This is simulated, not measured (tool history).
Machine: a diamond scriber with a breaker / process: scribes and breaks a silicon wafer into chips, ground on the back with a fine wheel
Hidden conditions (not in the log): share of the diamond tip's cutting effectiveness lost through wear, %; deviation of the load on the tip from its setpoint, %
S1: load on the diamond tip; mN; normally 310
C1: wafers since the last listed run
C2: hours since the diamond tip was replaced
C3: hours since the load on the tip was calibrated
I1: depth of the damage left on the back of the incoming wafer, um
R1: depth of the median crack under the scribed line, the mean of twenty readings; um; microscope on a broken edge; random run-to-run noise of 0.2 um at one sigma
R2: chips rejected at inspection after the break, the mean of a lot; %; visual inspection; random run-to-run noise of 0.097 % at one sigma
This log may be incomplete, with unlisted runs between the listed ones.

run 1 day=0 | S1=255 | C1=0 C2=80.4 C3=1093.4 | I1=1.84 | R1=8.04 R2=7.86
run 2 day=2.692 | S1=255 | C1=361 C2=145 C3=1158 | I1=2.11 | R1=8.11 R2=9.13
run 3 day=4.458 | S1=382 | C1=237 C2=187.4 C3=1200.4 | I1=2.65 | R1=11.77 R2=6.31
run 4 day=6.692 | S1=310 | C1=300 C2=241 C3=1254 | I1=2.45 | R1=9.77 R2=2.97
run 5 day=8.758 | S1=345 | C1=277 C2=290.6 C3=1303.6 | I1=2.75 | R1=10.28 R2=2.92
run 6 day=10.262 | S1=310 | C1=202 C2=326.7 C3=1339.7 | I1=2.27 | R1=9.33 R2=3.1
-- day=10.796 diamond tip replaced by a new one
run 7 day=13.321 | S1=310 | C1=399 C2=60.6 C3=1413.1 | I1=2.47 | R1=9.04 R2=5.64
run 8 day=17.317 | S1=310 | C1=537 C2=156.5 C3=1509 | I1=2.81 | R1=8.33 R2=7.39
run 9 day=19.662 | S1=277 | C1=315 C2=212.8 C3=1565.3 | I1=2.88 | R1=7.54 R2=16.13
run 10 day=22.738 | S1=310 | C1=413 C2=286.6 C3=1639.1 | I1=2.94 | R1=8.38 R2=9.86
run 11 day=24.779 | S1=276 | C1=274 C2=335.6 C3=1688.1 | I1=2.57 | R1=7.35 R2=19.38
-- day=27.208 load on the tip recalibrated
-- day=27.758 diamond tip replaced by a new one, repeated, since the last time left the tool worse
run 12 day=27.896 | S1=276 | C1=396 C2=3.3 C3=16.5 | I1=1.98 | R1=8.7 R2=3.95
run 13 day=29.888 | S1=276 | C1=267 C2=51.1 C3=64.3 | I1=2.83 | R1=9.08 R2=5.72
run 14 day=33.496 | S1=379 | C1=484 C2=137.7 C3=150.9 | I1=2.08 | R1=11.98 R2=6.01
run 15 day=36 | S1=310 | C1=336 C2=197.8 C3=211 | I1=1.59 | R1=9.59 R2=1.58
run 16 day=39.408 | S1=375 | C1=458 C2=279.6 C3=292.8 | I1=1.75 | R1=10.98 R2=3.78
-- day=41.121 diamond tip replaced by a new one
run 17 day=42.25 | S1=375 | C1=370 C2=27.1 C3=361 | I1=2.62 | R1=12.01 R2=6.74
run 18 day=44.758 | S1=342 | C1=337 C2=87.3 C3=421.2 | I1=2.62 | R1=10.91 R2=3.62
run 19 day=49.067 | S1=236 | C1=579 C2=190.7 C3=524.6 | I1=2.87 | R1=7.59 R2=18.05
-- day=52.808 diamond tip replaced by a new one
run 20 day=53.092 | S1=235 | C1=529 C2=6.8 C3=621.2 | I1=2.7 | R1=7.4 R2=16.35
run 21 day=54.896 | S1=281 | C1=242 C2=50.1 C3=664.5 | I1=1.57 | R1=9.08 R2=3.04
run 22 day=59.388 | S1=310 | C1=603 C2=157.9 C3=772.3 | I1=2.88 | R1=10.16 R2=3.44
run 23 day=62.071 | S1=285 | C1=360 C2=222.3 C3=836.7 | I1=2.5 | R1=9.1 R2=4.79
run 24 day=64.3 | S1=310 | C1=299 C2=275.8 C3=890.2 | I1=2.11 | R1=9.51 R2=2.36
-- day=65.183 diamond tip replaced by a new one
run 25 day=66.446 | S1=355 | C1=277 C2=30.3 C3=941.7 | I1=1.5 | R1=11.27 R2=3.96
run 26 day=68.421 | S1=230 | C1=265 C2=77.7 C3=989.1 | I1=2.08 | R1=7.31 R2=17.56

Consider 3 possible next runs. They are alternatives, not a sequence: every one starts from the tool as it was left by run 26. What does each give?
run A day=68.442 | S1=310 | C1=2 C2=78.2 C3=989.6 | I1=1.65 | R1=? R2=?
run B day=68.442 | S1=397 | C1=2 C2=78.2 C3=989.6 | I1=1.65 | R1=? R2=?
run C day=68.442 | S1=358 | C1=2 C2=78.2 C3=989.6 | I1=1.65 | R1=? R2=?

run=A R1=10.16 R2=1.76
run=B R1=12.72 R2=9.08
run=C R1=11.61 R2=4.2
What these runs would have given with no unlogged condition in the tool:
run=A R1=10.24 R2=1.74
run=B R1=12.82 R2=9.6
run=C R1=11.7 R2=4.52
